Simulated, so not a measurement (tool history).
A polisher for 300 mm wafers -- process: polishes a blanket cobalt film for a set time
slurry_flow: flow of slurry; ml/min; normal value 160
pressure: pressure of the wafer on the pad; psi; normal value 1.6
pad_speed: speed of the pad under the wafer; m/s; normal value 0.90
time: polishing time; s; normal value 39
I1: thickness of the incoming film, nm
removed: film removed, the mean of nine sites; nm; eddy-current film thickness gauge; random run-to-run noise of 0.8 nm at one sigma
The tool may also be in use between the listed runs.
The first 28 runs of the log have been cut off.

{"run": 29, "day": 83.788, "slurry_flow": 160, "pressure": 1.2, "pad_speed": 0.9, "time": 50, "I1": 924.2, "removed": 128.3}
{"day": 85.642, "done": "worn pad replaced by a new one"}
{"run": 30, "day": 87.95, "slurry_flow": 200, "pressure": 1.9, "pad_speed": 0.7, "time": 25, "I1": 927.2, "removed": 82.2}
{"run": 31, "day": 90.317, "slurry_flow": 120, "pressure": 1.3, "pad_speed": 0.66, "time": 33, "I1": 927.2, "removed": 64.4}
{"day": 91.775, "done": "slurry nozzle cleaned"}
{"run": 32, "day": 92.146, "slurry_flow": 210, "pressure": 1.6, "pad_speed": 0.9, "time": 33, "I1": 923.1, "removed": 119.7}
{"run": 33, "day": 96.5, "slurry_flow": 115, "pressure": 1.6, "pad_speed": 1.22, "time": 43, "I1": 928.5, "removed": 189.4}
{"run": 34, "day": 98.758, "slurry_flow": 200, "pressure": 1.6, "pad_speed": 0.9, "time": 43, "I1": 930.5, "removed": 158.2}
{"run": 35, "day": 101.367, "slurry_flow": 160, "pressure": 1.6, "pad_speed": 0.9, "time": 47, "I1": 920.2, "removed": 164.6}
{"day": 101.838, "done": "head pressure recalibrated"}
{"run": 36, "day": 104.592, "slurry_flow": 160, "pressure": 1.6, "pad_speed": 0.9, "time": 39, "I1": 906.7, "removed": 131.8}

5 options for the next run, each taken on its own from the tool as it stands now. Forecast them:
{"run": "A", "day": 104.608, "slurry_flow": 160, "pressure": 1.6, "pad_speed": 0.9, "time": 39, "I1": 903.2, "removed": "?"}
{"run": "B", "day": 104.608, "slurry_flow": 130, "pressure": 1.6, "pad_speed": 1.04, "time": 31, "I1": 903.2, "removed": "?"}
{"run": "C", "day": 104.608, "slurry_flow": 130, "pressure": 1.6, "pad_speed": 0.9, "time": 39, "I1": 903.2, "removed": "?"}
{"run": "D", "day": 104.608, "slurry_flow": 190, "pressure": 1.4, "pad_speed": 0.9, "time": 39, "I1": 903.2, "removed": "?"}
{"run": "E", "day": 104.608, "slurry_flow": 145, "pressure": 1.6, "pad_speed": 0.9, "time": 39, "I1": 903.2, "removed": "?"}

run=A removed=131.5
run=B removed=115.8
run=C removed=126.1
run=D removed=118.3
run=E removed=129.1
Without the tool's unlogged condition, the same runs would have read:
run=A removed=131.9
run=B removed=116.2
run=C removed=126.5
run=D removed=118.7
run=E removed=129.5

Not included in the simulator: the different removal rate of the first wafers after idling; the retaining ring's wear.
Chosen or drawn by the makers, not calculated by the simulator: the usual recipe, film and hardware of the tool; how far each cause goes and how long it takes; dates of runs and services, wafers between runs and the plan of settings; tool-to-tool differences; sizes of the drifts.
